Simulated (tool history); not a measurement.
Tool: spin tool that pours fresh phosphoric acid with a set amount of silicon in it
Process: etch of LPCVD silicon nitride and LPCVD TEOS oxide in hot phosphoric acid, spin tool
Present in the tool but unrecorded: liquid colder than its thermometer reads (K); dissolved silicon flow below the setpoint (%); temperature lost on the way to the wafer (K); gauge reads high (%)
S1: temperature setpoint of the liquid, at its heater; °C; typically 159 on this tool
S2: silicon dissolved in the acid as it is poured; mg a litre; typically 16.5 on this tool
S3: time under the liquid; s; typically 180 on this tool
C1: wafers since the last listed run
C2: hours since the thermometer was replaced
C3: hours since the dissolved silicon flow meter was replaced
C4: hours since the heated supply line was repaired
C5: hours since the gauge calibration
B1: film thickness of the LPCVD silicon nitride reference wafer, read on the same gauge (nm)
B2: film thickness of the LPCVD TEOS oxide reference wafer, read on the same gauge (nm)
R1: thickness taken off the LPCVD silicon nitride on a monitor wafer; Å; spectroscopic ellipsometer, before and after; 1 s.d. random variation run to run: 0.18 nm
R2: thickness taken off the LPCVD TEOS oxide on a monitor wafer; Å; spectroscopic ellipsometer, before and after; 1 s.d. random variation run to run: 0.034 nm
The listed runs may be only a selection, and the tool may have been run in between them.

run   hour     S1    S2   S3   C1     C2     C3      C4     C5      B1      B2     R1     R2
  1      0    159  16.5  180    0  313.2   15.8  2295.7    524  129.99  50.011  179.2   4.27
  2   15.3    159  16.5  180  152  328.5   31.1    2311  539.3  130.04   49.98  178.2   4.47
      16.3  -- gauge calibrated
  3   22.7    159  16.5  180   73  335.9   38.5  2318.4    6.4  129.99  49.981  174.9   4.42
  4   38.8    159  16.5  180  160    352   54.6  2334.5   22.5  129.98  50.039  178.1   3.86
  5   50.1    159  16.5  180  112  363.3   65.9  2345.8   33.8  129.99  50.002  174.5    4.6
  6   56.4    159    20  275   62  369.6   72.2  2352.1   40.1  130.01  50.001  271.7   5.64
  7   73.6    159    26  115  171  386.8   89.4  2369.3   57.3  130.07  50.066  114.6   2.03
  8   81.1    159     8  180   74  394.3   96.9  2376.8   64.8  129.98  50.012  172.7   4.97
  9   95.4  161.5     4  275  142  408.6  111.2  2391.1   79.1  130.01      50  292.1  11.41
 10  103.7    159  16.5  230   82  416.9  119.5  2399.4   87.4  129.96  50.034  222.6   5.64
 11  118.9    159  16.5  180  151  432.1  134.7  2414.6  102.6  129.96   50.03  176.2   4.25
     122.6  -- heated supply line repaired
 12  133.3    162     6  120  133  446.5  149.1    10.7    117  130.02  50.006  129.3   4.31
 13    173    159    13  225  396  486.2  188.8    50.4  156.7  129.98  50.026  222.6   5.68
     189.1  -- thermometer replaced
 14  208.6    159     7  180  345   19.5  224.4      86  192.3     130      50  182.7   6.09
 15  224.7    159  16.5  180  160   35.6  240.5   102.1  208.4  129.95  50.015  187.1   5.03
 16  234.8    159  16.5  180  100   45.7  250.6   112.2  218.5  130.04  50.016  186.5   4.69
 17  247.3    159  16.5  180  124   58.2  263.1   124.7    231  130.03  49.993  183.3   4.85
 18  253.7    159  16.5  180   63   64.6  269.5   131.1  237.4  129.99  50.029  187.3   4.58
 19  265.8    159    28  260  120   76.7  281.6   143.2  249.5  129.96  50.024  264.4   3.93
 20  278.8    159  16.5  180  129   89.7  294.6   156.2  262.5  129.99  50.007  185.4   4.26
 21  288.8    159  16.5  120   99   99.7  304.6   166.2  272.5     130  50.031    122   3.32
 22  303.5    159  25.5   80  146  114.4  319.3   180.9  287.2  129.96  50.007   81.6   1.48
 23  310.2    159  16.5  145   66  121.1    326   187.6  293.9  129.97  49.961  146.6   3.33

Predict each of these 3 candidate next runs independently; none follows another, all start after run 23:
  A  310.7  159  16.5  180   4  121.6  326.5  188.1  294.4   ?   ?   ?   ?
  B  310.7  159    29  265   4  121.6  326.5  188.1  294.4   ?   ?   ?   ?
  C  310.7  159  25.5   90   4  121.6  326.5  188.1  294.4   ?   ?   ?   ?

run      B1      B2     R1    R2
  A  129.97  49.975  180.3  4.62
  B  129.97  49.975  265.4  4.59
  C  129.97  49.975   90.1  1.77
Without the tool's hidden state the same runs would have given:
run     R1    R2
  A  184.3  4.85
  B  271.3  4.82
  C   92.1  1.86
